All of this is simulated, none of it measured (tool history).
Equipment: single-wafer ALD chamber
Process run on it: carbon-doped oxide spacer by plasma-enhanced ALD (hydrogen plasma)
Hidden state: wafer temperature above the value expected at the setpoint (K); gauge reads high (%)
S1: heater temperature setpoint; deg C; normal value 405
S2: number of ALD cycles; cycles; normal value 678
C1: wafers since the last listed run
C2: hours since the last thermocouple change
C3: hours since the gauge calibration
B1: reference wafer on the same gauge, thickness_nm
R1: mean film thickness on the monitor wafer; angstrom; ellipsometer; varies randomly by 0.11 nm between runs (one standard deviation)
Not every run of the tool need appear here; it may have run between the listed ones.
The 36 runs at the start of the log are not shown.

Run 37, hour 2910: usual settings but S1 411 deg C, S2 549 cycles; C1 48; C2 180; C3 1832.1; B1 34.811. Result: R1 245.42 angstrom.
Run 38, hour 2997.8: usual settings but S1 391 deg C, S2 638 cycles; C1 53; C2 267.8; C3 1919.9; B1 34.842. Result: R1 296.46 angstrom.
Run 39, hour 3088: usual settings but S1 394 deg C, S2 595 cycles; C1 54; C2 358; C3 2010.1; B1 34.831. Result: R1 274.52 angstrom.
Run 40, hour 3134.4: usual settings but S1 411 deg C, S2 640 cycles; C1 28; C2 404.4; C3 2056.5; B1 34.72. Result: R1 284.43 angstrom.
Run 41, hour 3241.3: usual settings; C1 64; C2 511.3; C3 2163.4; B1 34.792. Result: R1 305.04 angstrom.
Run 42, hour 3282: usual settings but S1 398 deg C, S2 643 cycles; C1 24; C2 552; C3 2204.1; B1 34.834. Result: R1 294.53 angstrom.
Run 43, hour 3355.1: usual settings but S1 411 deg C, S2 789 cycles; C1 44; C2 625.1; C3 2277.2; B1 34.797. Result: R1 347.49 angstrom.
Run 44, hour 3412.8: usual settings but S2 597 cycles; C1 34; C2 682.8; C3 2334.9; B1 34.753. Result: R1 268.26 angstrom.
Run 45, hour 3451.2: usual settings but S2 621 cycles; C1 23; C2 721.2; C3 2373.3; B1 34.82. Result: R1 276.13 angstrom.

Forecast each of these 3 alternatives for the next run:
Run A, hour 3452.6: usual settings but S1 397 deg C; C1 0; C2 722.6; C3 2374.7; B1 ?. Result: R1 ?.
Run B, hour 3452.6: usual settings but S1 394 deg C, S2 773 cycles; C1 0; C2 722.6; C3 2374.7; B1 ?. Result: R1 ?.
Run C, hour 3452.6: usual settings but S1 392 deg C; C1 0; C2 722.6; C3 2374.7; B1 ?. Result: R1 ?.

run      B1      R1
  A  34.816  311.41
  B  34.816  357.86
  C  34.816  313.88
Take away the tool's hidden state, keep each run's random variation, and the runs would have read:
run      R1
  A  313.88
  B  357.86
  C  313.88
